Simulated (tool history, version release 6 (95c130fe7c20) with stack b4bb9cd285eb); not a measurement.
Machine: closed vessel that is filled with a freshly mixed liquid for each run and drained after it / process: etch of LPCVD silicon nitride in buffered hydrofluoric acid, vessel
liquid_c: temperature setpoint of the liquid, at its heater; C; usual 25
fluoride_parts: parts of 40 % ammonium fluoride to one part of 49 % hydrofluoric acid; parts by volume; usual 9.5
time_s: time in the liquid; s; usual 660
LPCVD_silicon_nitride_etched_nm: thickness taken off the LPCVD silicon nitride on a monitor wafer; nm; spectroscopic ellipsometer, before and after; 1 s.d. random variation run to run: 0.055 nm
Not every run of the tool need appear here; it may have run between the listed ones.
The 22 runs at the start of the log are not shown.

run	hour	liquid_c	fluoride_parts	time_s	read-back film thickness of the LPCVD silicon nitride reference wafer, read on the same gauge (nm)	LPCVD_silicon_nitride_etched_nm
23	1182.8	25	9.5	875	40.02	15.41
24	1239.1	26.5	5.5	920	39.99	29.62
25	1310.3	25	11.5	660	39.99	9.97
26	1366.6	25	9.5	660	40	11.63
27	1435.7	25	9.5	660	40.03	11.79
28	1470.1	27.5	9.5	525	40.02	10.63
29	1536.7	29.5	6	660	39.95	23.46
30	1586.5	27.5	11	1055	40	19.51
31	1613.6	25	9.5	660	40.02	11.85
32	1659	20	6.5	660	39.99	13.31

What if the next run were any one of these 4? Each begins from the tool's condition after run 32:
A	1659.8	25	9.5	660	?	?
B	1659.8	21	9.5	660	?	?
C	1659.8	23.5	6.5	455	?	?
D	1659.8	25	9.5	480	?	?

run	read-back film thickness of the LPCVD silicon nitride reference wafer, read on the same gauge (nm)	LPCVD_silicon_nitride_etched_nm
A	39.99	11.98
B	39.99	9.63
C	39.99	11.15
D	39.99	8.71
With the hidden condition removed and each run's random variation left untouched, the same runs would have given:
run	LPCVD_silicon_nitride_etched_nm
A	11.09
B	8.9
C	10.2
D	8.06
